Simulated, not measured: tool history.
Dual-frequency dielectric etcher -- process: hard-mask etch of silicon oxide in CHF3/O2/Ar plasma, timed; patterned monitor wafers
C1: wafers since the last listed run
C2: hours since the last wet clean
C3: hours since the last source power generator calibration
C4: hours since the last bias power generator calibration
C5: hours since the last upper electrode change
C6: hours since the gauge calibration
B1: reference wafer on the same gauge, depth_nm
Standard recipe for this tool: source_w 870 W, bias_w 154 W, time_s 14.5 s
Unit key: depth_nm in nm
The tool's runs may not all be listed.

Run 1, day 0: usual settings; C1 0; C2 58.7; C3 2898.3; C4 1440.4; C5 5304.8; C6 165.5; B1 37.2. Result: depth_nm 31.37 nm.
Run 2, day 1.088: usual settings; C1 379; C2 84.8; C3 2924.4; C4 1466.5; C5 5330.9; C6 191.6; B1 37.19. Result: depth_nm 31.39 nm.
Run 3, day 2.938: usual settings; C1 646; C2 129.2; C3 2968.8; C4 1510.9; C5 5375.3; C6 236; B1 37.2. Result: depth_nm 31.26 nm.
Run 4, day 4.183: usual settings; C1 435; C2 159.1; C3 2998.7; C4 1540.8; C5 5405.2; C6 265.9; B1 37.19. Result: depth_nm 31.26 nm.
Run 5, day 6.996: usual settings; C1 982; C2 226.6; C3 3066.2; C4 1608.3; C5 5472.7; C6 333.4; B1 37.2. Result: depth_nm 31.21 nm.
Run 6, day 8.454: usual settings; C1 509; C2 261.6; C3 3101.2; C4 1643.3; C5 5507.7; C6 368.4; B1 37.21. Result: depth_nm 31.14 nm.
Run 7, day 11.067: usual settings; C1 912; C2 324.3; C3 3163.9; C4 1706; C5 5570.4; C6 431.1; B1 37.2. Result: depth_nm 30.89 nm.
At day 13.321: wet clean of the chamber.
Run 8, day 13.342: usual settings but time_s 17 s; C1 445; C2 0.5; C3 3218.5; C4 1760.6; C5 5625; C6 485.7; B1 37.19. Result: depth_nm 35.27 nm.
Run 9, day 13.679: usual settings but time_s 17 s; C1 117; C2 8.6; C3 3226.6; C4 1768.7; C5 5633.1; C6 493.8; B1 37.2. Result: depth_nm 35.31 nm.
Run 10, day 15.325: usual settings; C1 574; C2 48.1; C3 3266.1; C4 1808.2; C5 5672.6; C6 533.3; B1 37.2. Result: depth_nm 29.97 nm.
At day 22.117: upper electrode replaced.
At day 23.312: wet clean of the chamber, repeated, since the last time left the tool worse.
Run 11, day 23.379: usual settings; C1 2115; C2 1.6; C3 3459.4; C4 2001.5; C5 30.3; C6 726.6; B1 37.2. Result: depth_nm 31.44 nm.
Run 12, day 25.262: usual settings but source_w 660 W, time_s 16 s; C1 657; C2 46.8; C3 3504.6; C4 2046.7; C5 75.5; C6 771.8; B1 37.2. Result: depth_nm 29.6 nm.
At day 27.508: source power generator calibrated.
Run 13, day 27.683: usual settings but bias_w 173 W; C1 787; C2 104.9; C3 4.2; C4 2104.8; C5 133.6; C6 829.9; B1 37.19. Result: depth_nm 32.19 nm.
At day 28.279: gauge calibrated.
Run 14, day 30.075: usual settings but source_w 960 W, bias_w 126 W; C1 835; C2 162.3; C3 61.6; C4 2162.2; C5 191; C6 43.1; B1 37.2. Result: depth_nm 31.76 nm.
At day 31.117: bias power generator calibrated.
Run 15, day 33.862: usual settings; C1 1264; C2 253.2; C3 152.5; C4 65.9; C5 281.9; C6 134; B1 37.2. Result: depth_nm 31.1 nm.
At day 37.679: wet clean of the chamber.
Run 16, day 37.854: usual settings but time_s 19 s; C1 1045; C2 4.2; C3 248.3; C4 161.7; C5 377.7; C6 229.8; B1 37.21. Result: depth_nm 41.16 nm.
Run 17, day 40.838: usual settings but source_w 740 W, time_s 16 s; C1 1042; C2 75.8; C3 319.9; C4 233.3; C5 449.3; C6 301.4; B1 37.2. Result: depth_nm 31.39 nm.
Run 18, day 41.983: usual settings; C1 400; C2 103.3; C3 347.4; C4 260.8; C5 476.8; C6 328.9; B1 37.21. Result: depth_nm 31.2 nm.
Run 19, day 44.883: usual settings but source_w 660 W, bias_w 118 W, time_s 12 s; C1 1013; C2 172.9; C3 417; C4 330.4; C5 546.4; C6 398.5; B1 37.2. Result: depth_nm 20.88 nm.
Run 20, day 45.979: usual settings but bias_w 125 W; C1 382; C2 199.2; C3 443.3; C4 356.7; C5 572.7; C6 424.8; B1 37.2. Result: depth_nm 29.68 nm.
Run 21, day 48.95: usual settings but source_w 740 W, bias_w 142 W; C1 1037; C2 270.5; C3 514.6; C4 428; C5 644; C6 496.1; B1 37.18. Result: depth_nm 27.72 nm.
At day 51.238: wet clean of the chamber.
Run 22, day 51.258: usual settings but bias_w 182 W, time_s 18.5 s; C1 457; C2 0.5; C3 570; C4 483.4; C5 699.4; C6 551.5; B1 37.21. Result: depth_nm 41.67 nm.
Run 23, day 51.942: usual settings but bias_w 122 W, time_s 10 s; C1 238; C2 16.9; C3 586.4; C4 499.8; C5 715.8; C6 567.9; B1 37.2. Result: depth_nm 20.79 nm.

Predict each of these 3 candidate next runs independently; none follows another, all start after run 23:
Run A, day 51.958: usual settings; C1 5; C2 17.3; C3 586.8; C4 500.2; C5 716.2; C6 568.3; B1 ?. Result: depth_nm ?.
Run B, day 51.958: usual settings but bias_w 179 W, time_s 18 s; C1 5; C2 17.3; C3 586.8; C4 500.2; C5 716.2; C6 568.3; B1 ?. Result: depth_nm ?.
Run C, day 51.958: usual settings but source_w 800 W, bias_w 129 W, time_s 16.5 s; C1 5; C2 17.3; C3 586.8; C4 500.2; C5 716.2; C6 568.3; B1 ?. Result: depth_nm ?.

run     B1  depth_nm
  A  37.21     31.53
  B  37.21     40.36
  C  37.21     33.12
With no hidden state in the tool, these same runs would have given:
run  depth_nm
  A     31.46
  B     40.28
  C     33.06

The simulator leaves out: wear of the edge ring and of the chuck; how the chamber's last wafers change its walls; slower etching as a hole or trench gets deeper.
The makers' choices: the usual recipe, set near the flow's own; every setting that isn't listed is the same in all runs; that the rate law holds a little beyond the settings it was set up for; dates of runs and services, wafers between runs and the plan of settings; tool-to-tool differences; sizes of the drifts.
